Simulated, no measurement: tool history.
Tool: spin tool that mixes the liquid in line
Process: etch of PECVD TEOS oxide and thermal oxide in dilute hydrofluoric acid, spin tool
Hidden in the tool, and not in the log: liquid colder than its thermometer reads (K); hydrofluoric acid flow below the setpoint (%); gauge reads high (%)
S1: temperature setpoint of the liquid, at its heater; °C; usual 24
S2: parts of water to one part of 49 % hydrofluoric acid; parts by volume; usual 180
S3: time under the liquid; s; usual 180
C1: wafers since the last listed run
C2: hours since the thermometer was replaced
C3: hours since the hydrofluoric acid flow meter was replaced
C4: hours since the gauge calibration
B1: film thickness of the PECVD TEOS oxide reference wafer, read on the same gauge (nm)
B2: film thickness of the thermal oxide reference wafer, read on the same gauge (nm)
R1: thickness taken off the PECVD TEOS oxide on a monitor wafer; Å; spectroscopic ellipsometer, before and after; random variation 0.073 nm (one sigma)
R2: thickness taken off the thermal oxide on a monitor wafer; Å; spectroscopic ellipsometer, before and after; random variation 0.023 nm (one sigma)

{"run": 1, "hour": 0.0, "S1": 24, "S2": 180, "S3": 115, "C1": 0, "C2": 856.3, "C3": 376.3, "C4": 75, "B1": 150.04, "B2": 69.987, "R1": 54.3, "R2": 23.59}
{"run": 2, "hour": 14.6, "S1": 27.5, "S2": 180, "S3": 230, "C1": 126, "C2": 870.9, "C3": 390.9, "C4": 89.6, "B1": 150, "B2": 70.005, "R1": 122.7, "R2": 53.43}
{"run": 3, "hour": 50.0, "S1": 24, "S2": 180, "S3": 180, "C1": 307, "C2": 906.3, "C3": 426.3, "C4": 125, "B1": 150.01, "B2": 70.007, "R1": 84.6, "R2": 36.72}
{"run": 4, "hour": 67.8, "S1": 24, "S2": 180, "S3": 180, "C1": 154, "C2": 924.1, "C3": 444.1, "C4": 142.8, "B1": 150.01, "B2": 70, "R1": 85.9, "R2": 36.36}
{"run": 5, "hour": 82.2, "S1": 20.5, "S2": 180, "S3": 180, "C1": 124, "C2": 938.5, "C3": 458.5, "C4": 157.2, "B1": 149.99, "B2": 69.996, "R1": 74.3, "R2": 32.04}
{"hour": 95.5, "done": "hydrofluoric acid flow meter replaced"}
{"run": 6, "hour": 115.6, "S1": 20.5, "S2": 180, "S3": 180, "C1": 281, "C2": 971.9, "C3": 20.1, "C4": 190.6, "B1": 149.98, "B2": 69.99, "R1": 80.2, "R2": 34.41}
{"run": 7, "hour": 129.8, "S1": 24, "S2": 235, "S3": 180, "C1": 123, "C2": 986.1, "C3": 34.3, "C4": 204.8, "B1": 149.99, "B2": 70.03, "R1": 65.6, "R2": 28.48}
{"run": 8, "hour": 149.1, "S1": 24, "S2": 235, "S3": 180, "C1": 167, "C2": 1005.4, "C3": 53.6, "C4": 224.1, "B1": 149.98, "B2": 69.985, "R1": 64.7, "R2": 28.42}
{"run": 9, "hour": 177.6, "S1": 24, "S2": 235, "S3": 180, "C1": 247, "C2": 1033.9, "C3": 82.1, "C4": 252.6, "B1": 150.02, "B2": 69.967, "R1": 65.7, "R2": 28.33}
{"run": 10, "hour": 208.7, "S1": 26.5, "S2": 180, "S3": 180, "C1": 269, "C2": 1065, "C3": 113.2, "C4": 283.7, "B1": 150.01, "B2": 70.044, "R1": 100.2, "R2": 42.49}
{"run": 11, "hour": 230.0, "S1": 24, "S2": 180, "S3": 180, "C1": 184, "C2": 1086.3, "C3": 134.5, "C4": 305, "B1": 150.01, "B2": 69.96, "R1": 91.1, "R2": 38.93}
{"run": 12, "hour": 285.8, "S1": 26.5, "S2": 155, "S3": 145, "C1": 484, "C2": 1142.1, "C3": 190.3, "C4": 360.8, "B1": 149.95, "B2": 70.024, "R1": 95.2, "R2": 40.16}
{"run": 13, "hour": 304.4, "S1": 24, "S2": 180, "S3": 180, "C1": 161, "C2": 1160.7, "C3": 208.9, "C4": 379.4, "B1": 149.99, "B2": 70.022, "R1": 89.2, "R2": 38.22}
{"run": 14, "hour": 376.1, "S1": 21.5, "S2": 245, "S3": 85, "C1": 622, "C2": 1232.4, "C3": 280.6, "C4": 451.1, "B1": 149.95, "B2": 69.995, "R1": 26.2, "R2": 11.23}
{"run": 15, "hour": 404.6, "S1": 19.5, "S2": 150, "S3": 240, "C1": 247, "C2": 1260.9, "C3": 309.1, "C4": 479.6, "B1": 150.03, "B2": 69.98, "R1": 121.9, "R2": 52.42}
{"run": 16, "hour": 418.6, "S1": 24, "S2": 180, "S3": 180, "C1": 121, "C2": 1274.9, "C3": 323.1, "C4": 493.6, "B1": 150, "B2": 69.975, "R1": 87.9, "R2": 37.7}
{"hour": 480.7, "done": "thermometer replaced"}
{"hour": 492.0, "done": "gauge calibrated"}
{"hour": 507.9, "done": "hydrofluoric acid flow meter replaced"}
{"run": 17, "hour": 525.7, "S1": 28, "S2": 180, "S3": 180, "C1": 912, "C2": 45, "C3": 17.8, "C4": 33.7, "B1": 150.02, "B2": 70.029, "R1": 106.1, "R2": 45.51}
{"run": 18, "hour": 553.5, "S1": 19, "S2": 180, "S3": 180, "C1": 241, "C2": 72.8, "C3": 45.6, "C4": 61.5, "B1": 149.99, "B2": 70.004, "R1": 75.5, "R2": 32.34}
{"run": 19, "hour": 569.1, "S1": 25.5, "S2": 235, "S3": 265, "C1": 135, "C2": 88.4, "C3": 61.2, "C4": 77.1, "B1": 150.05, "B2": 70.034, "R1": 102.5, "R2": 44.03}
{"run": 20, "hour": 584.7, "S1": 26, "S2": 115, "S3": 245, "C1": 135, "C2": 104, "C3": 76.8, "C4": 92.7, "B1": 150, "B2": 70.014, "R1": 224.2, "R2": 96.8}
{"run": 21, "hour": 616.9, "S1": 27, "S2": 210, "S3": 135, "C1": 279, "C2": 136.2, "C3": 109, "C4": 124.9, "B1": 149.96, "B2": 70.018, "R1": 62.3, "R2": 26.78}
{"run": 22, "hour": 637.5, "S1": 24, "S2": 180, "S3": 180, "C1": 178, "C2": 156.8, "C3": 129.6, "C4": 145.5, "B1": 150.01, "B2": 69.956, "R1": 87.8, "R2": 38.91}
{"run": 23, "hour": 661.2, "S1": 24, "S2": 180, "S3": 140, "C1": 205, "C2": 180.5, "C3": 153.3, "C4": 169.2, "B1": 149.99, "B2": 69.979, "R1": 70.2, "R2": 30.24}
{"run": 24, "hour": 726.4, "S1": 26, "S2": 180, "S3": 180, "C1": 565, "C2": 245.7, "C3": 218.5, "C4": 234.4, "B1": 150, "B2": 70.032, "R1": 95.4, "R2": 40.66}
{"run": 25, "hour": 757.4, "S1": 22, "S2": 105, "S3": 180, "C1": 269, "C2": 276.7, "C3": 249.5, "C4": 265.4, "B1": 149.99, "B2": 69.996, "R1": 152.7, "R2": 66.06}
{"run": 26, "hour": 787.4, "S1": 19, "S2": 250, "S3": 80, "C1": 260, "C2": 306.7, "C3": 279.5, "C4": 295.4, "B1": 149.98, "B2": 69.982, "R1": 21.8, "R2": 9.37}

Forecast each of these 4 alternatives for the next run:
{"run": "A", "hour": 787.9, "S1": 19.5, "S2": 180, "S3": 180, "C1": 4, "C2": 307.2, "C3": 280, "C4": 295.9, "B1": "?", "B2": "?", "R1": "?", "R2": "?"}
{"run": "B", "hour": 787.9, "S1": 20.5, "S2": 140, "S3": 145, "C1": 4, "C2": 307.2, "C3": 280, "C4": 295.9, "B1": "?", "B2": "?", "R1": "?", "R2": "?"}
{"run": "C", "hour": 787.9, "S1": 28.5, "S2": 255, "S3": 180, "C1": 4, "C2": 307.2, "C3": 280, "C4": 295.9, "B1": "?", "B2": "?", "R1": "?", "R2": "?"}
{"run": "D", "hour": 787.9, "S1": 24, "S2": 180, "S3": 110, "C1": 4, "C2": 307.2, "C3": 280, "C4": 295.9, "B1": "?", "B2": "?", "R1": "?", "R2": "?"}

run=A B1=150.02 B2=70.038 R1=73.3 R2=32
run=B B1=150.02 B2=70.038 R1=82.4 R2=35.98
run=C B1=150.02 B2=70.038 R1=66.1 R2=28.88
run=D B1=150.02 B2=70.038 R1=53.2 R2=23.23
Without the tool's hidden state the same runs would have given:
run=A R1=76.9 R2=33.58
run=B R1=86.3 R2=37.7
run=C R1=69.6 R2=30.43
run=D R1=55.8 R2=24.39
